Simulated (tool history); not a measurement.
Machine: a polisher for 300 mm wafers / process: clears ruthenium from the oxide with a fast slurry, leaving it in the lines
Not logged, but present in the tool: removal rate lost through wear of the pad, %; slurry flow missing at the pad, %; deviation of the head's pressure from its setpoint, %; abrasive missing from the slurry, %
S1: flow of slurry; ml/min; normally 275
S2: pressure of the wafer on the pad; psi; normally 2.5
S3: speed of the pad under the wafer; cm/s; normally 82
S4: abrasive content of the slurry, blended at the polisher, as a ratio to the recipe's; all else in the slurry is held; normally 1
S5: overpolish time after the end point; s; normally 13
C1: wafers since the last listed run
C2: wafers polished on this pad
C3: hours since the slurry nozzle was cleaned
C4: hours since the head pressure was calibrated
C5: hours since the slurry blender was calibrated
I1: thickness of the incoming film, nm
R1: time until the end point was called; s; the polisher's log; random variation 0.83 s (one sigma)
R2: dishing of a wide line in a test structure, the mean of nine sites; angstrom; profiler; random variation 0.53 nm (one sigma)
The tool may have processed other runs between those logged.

run,hour,S1,S2,S3,S4,S5,C1,C2,C3,C4,C5,I1,R1,R2
1,0,230,2.5,82,1,13,0,150,609.7,1186.5,478.5,242.3,91.2,281
# hour 29.4: head pressure recalibrated
2,90.7,230,2.5,82,1,13,1028,1178,700.4,61.3,569.2,239.6,88.1,290
# hour 118.7: slurry blender recalibrated
3,182.2,275,2.5,82,1,13,1037,2216,791.9,152.8,63.5,239.7,85.1,318
4,283.5,275,2.5,82,1,13,1174,3390,893.2,254.1,164.8,237.1,83.8,305
5,327.1,325,2.5,82,1,13,505,3896,936.8,297.7,208.4,244.9,85,298
# hour 362.5: slurry nozzle cleaned
6,401.6,275,2.5,82,1,13,852,4748,39.1,372.2,282.9,239.1,84.8,294
7,493.1,275,2.5,82,1,13,1060,5809,130.6,463.7,374.4,241.6,86,297
# hour 511.6: worn pad replaced by a new one
8,549.1,275,2.5,82,1,13,602,434,186.6,519.7,430.4,241.2,87.9,294
9,593.3,275,3,82,1,7,512,947,230.8,563.9,474.6,241.4,74.6,186
10,637.3,275,3,82,1,7,510,1457,274.8,607.9,518.6,240.7,75.2,193
# hour 660.8: slurry blender recalibrated
11,706.5,275,3,82,1,7,779,2236,344,677.1,45.7,239.7,74.2,197
12,775.2,275,2.5,82,1,13,796,3032,412.7,745.8,114.4,240.8,85.4,299
13,828.9,275,2.5,82,1,13,622,3655,466.4,799.5,168.1,240.6,85.8,307
14,905.1,275,2.5,64,1.2,13,883,4538,542.6,875.7,244.3,234.6,91.2,279
15,944.7,275,3,110,1,13,459,4998,582.2,915.3,283.9,243.3,61.5,418
# hour 966.6: worn pad replaced by a new one
16,1018.7,210,2.5,82,1.15,13,811,603,656.2,989.3,357.9,241.5,83.8,303
17,1086.6,275,2.5,82,1,13,787,1390,724.1,1057.2,425.8,241.6,89.4,300
18,1196.1,275,2.5,82,1,13,1269,2660,833.6,1166.7,535.3,242.8,90,292
# hour 1197.6: slurry nozzle cleaned
# hour 1265.9: slurry blender recalibrated
19,1365.9,275,2.5,82,1,13,1933,4594,168.3,1336.5,100,238.6,83.3,301
20,1407.2,275,2.5,82,1,7,478,5073,209.6,1377.8,141.3,240.5,86.5,170
# hour 1514: head pressure recalibrated
# hour 1546.5: worn pad replaced by a new one
21,1646.1,275,2.5,82,0.75,13,2700,1154,448.5,132.1,380.2,241.2,96.5,272
22,1698.6,275,2.9,74,1.15,16,608,1763,501,184.6,432.7,244.8,82.2,402
23,1798,275,3,110,1,13,1152,2915,600.4,284,532.1,239.5,61,412
# hour 1817.2: slurry blender recalibrated
24,1867,275,2.8,82,1,16,776,3692,669.4,353,49.8,238.4,76.8,398
25,1921.6,275,1.7,82,1,13,633,4325,724,407.6,104.4,238.5,112,228
# hour 1980: slurry nozzle cleaned
26,2013.6,190,2.5,82,1,13,1055,5380,33.6,499.6,196.4,241.2,89.9,283
# hour 2102.4: worn pad replaced by a new one
27,2108.3,275,2.8,82,1,16,1051,68,128.3,594.3,291.1,239.4,78.7,405
28,2201,340,3.1,82,1,13,1074,1143,221,687,383.8,243,72.2,349
29,2243.1,275,2.5,82,1,13,488,1631,263.1,729.1,425.9,241.3,88,294

Forecast each of these 3 alternatives for the next run:
A,2243.5,275,2.5,82,1,13,4,1635,263.5,729.5,426.3,240,?,?
B,2243.5,210,2.5,82,1,13,4,1635,263.5,729.5,426.3,240,?,?
C,2243.5,275,2.7,60,1,13,4,1635,263.5,729.5,426.3,240,?,?

run,R1,R2
A,85.7,297
B,88.6,287
C,98.3,261
Take away the tool's hidden state, keep each run's random variation, and the runs would have read:
run,R1,R2
A,82.2,309
B,85,299
C,94.3,271
